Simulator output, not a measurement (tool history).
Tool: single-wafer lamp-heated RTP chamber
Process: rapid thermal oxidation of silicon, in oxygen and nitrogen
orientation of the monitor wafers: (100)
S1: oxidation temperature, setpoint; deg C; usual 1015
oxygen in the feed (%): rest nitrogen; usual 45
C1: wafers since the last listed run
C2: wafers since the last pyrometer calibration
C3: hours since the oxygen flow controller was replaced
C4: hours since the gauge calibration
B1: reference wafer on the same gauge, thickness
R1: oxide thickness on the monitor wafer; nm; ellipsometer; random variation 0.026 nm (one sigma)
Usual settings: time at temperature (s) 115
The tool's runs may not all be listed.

{"run": 1, "hour": 0.0, "S1": 992, "time at temperature (s)": 115, "oxygen in the feed (%)": 45, "C1": 0, "C2": 3343, "C3": 5071.3, "C4": 113.4, "B1": 6.196, "R1": 5.352}
{"run": 2, "hour": 15.2, "S1": 1015, "time at temperature (s)": 75, "oxygen in the feed (%)": 55, "C1": 163, "C2": 3506, "C3": 5086.5, "C4": 128.6, "B1": 6.204, "R1": 5.603}
{"run": 3, "hour": 32.5, "S1": 1015, "time at temperature (s)": 75, "oxygen in the feed (%)": 55, "C1": 185, "C2": 3692, "C3": 5103.8, "C4": 145.9, "B1": 6.195, "R1": 5.68}
{"run": 4, "hour": 41.1, "S1": 1015, "time at temperature (s)": 75, "oxygen in the feed (%)": 55, "C1": 92, "C2": 3784, "C3": 5112.4, "C4": 154.5, "B1": 6.204, "R1": 5.642}
{"run": 5, "hour": 52.8, "S1": 994, "time at temperature (s)": 115, "oxygen in the feed (%)": 45, "C1": 125, "C2": 3910, "C3": 5124.1, "C4": 166.2, "B1": 6.2, "R1": 5.532}
{"run": 6, "hour": 60.9, "S1": 994, "time at temperature (s)": 115, "oxygen in the feed (%)": 45, "C1": 86, "C2": 3996, "C3": 5132.2, "C4": 174.3, "B1": 6.203, "R1": 5.53}
{"run": 7, "hour": 72.9, "S1": 1015, "time at temperature (s)": 99, "oxygen in the feed (%)": 45, "C1": 128, "C2": 4125, "C3": 5144.2, "C4": 186.3, "B1": 6.204, "R1": 5.973}
{"run": 8, "hour": 90.1, "S1": 1015, "time at temperature (s)": 115, "oxygen in the feed (%)": 60, "C1": 184, "C2": 4310, "C3": 5161.4, "C4": 203.5, "B1": 6.205, "R1": 7.112}
{"hour": 113.3, "done": "oxygen flow controller replaced"}
{"run": 9, "hour": 127.9, "S1": 1015, "time at temperature (s)": 115, "oxygen in the feed (%)": 45, "C1": 319, "C2": 4629, "C3": 14.6, "C4": 241.3, "B1": 6.203, "R1": 6.464}
{"hour": 146.6, "done": "pyrometer window cleaned and pyrometer calibrated"}
{"run": 10, "hour": 147.1, "S1": 1015, "time at temperature (s)": 115, "oxygen in the feed (%)": 45, "C1": 120, "C2": 5, "C3": 33.8, "C4": 260.5, "B1": 6.199, "R1": 6.717}
{"hour": 151.9, "done": "gauge calibrated"}
{"run": 11, "hour": 160.1, "S1": 1015, "time at temperature (s)": 115, "oxygen in the feed (%)": 45, "C1": 139, "C2": 144, "C3": 46.8, "C4": 8.2, "B1": 6.202, "R1": 6.689}
{"run": 12, "hour": 169.1, "S1": 1015, "time at temperature (s)": 115, "oxygen in the feed (%)": 45, "C1": 96, "C2": 241, "C3": 55.8, "C4": 17.2, "B1": 6.196, "R1": 6.764}
{"run": 13, "hour": 183.4, "S1": 1015, "time at temperature (s)": 115, "oxygen in the feed (%)": 45, "C1": 153, "C2": 394, "C3": 70.1, "C4": 31.5, "B1": 6.205, "R1": 6.68}

Forecast run 14:
{"run": 14, "hour": 200.2, "S1": 1015, "time at temperature (s)": 115, "oxygen in the feed (%)": 45, "C1": 180, "C2": 574, "C3": 86.9, "C4": 48.3, "B1": "?", "R1": "?"}

{"run 14": {"B1": 6.194, "R1": 6.776}}
Without the tool's hidden state the same run would have given R1 6.182 nm.
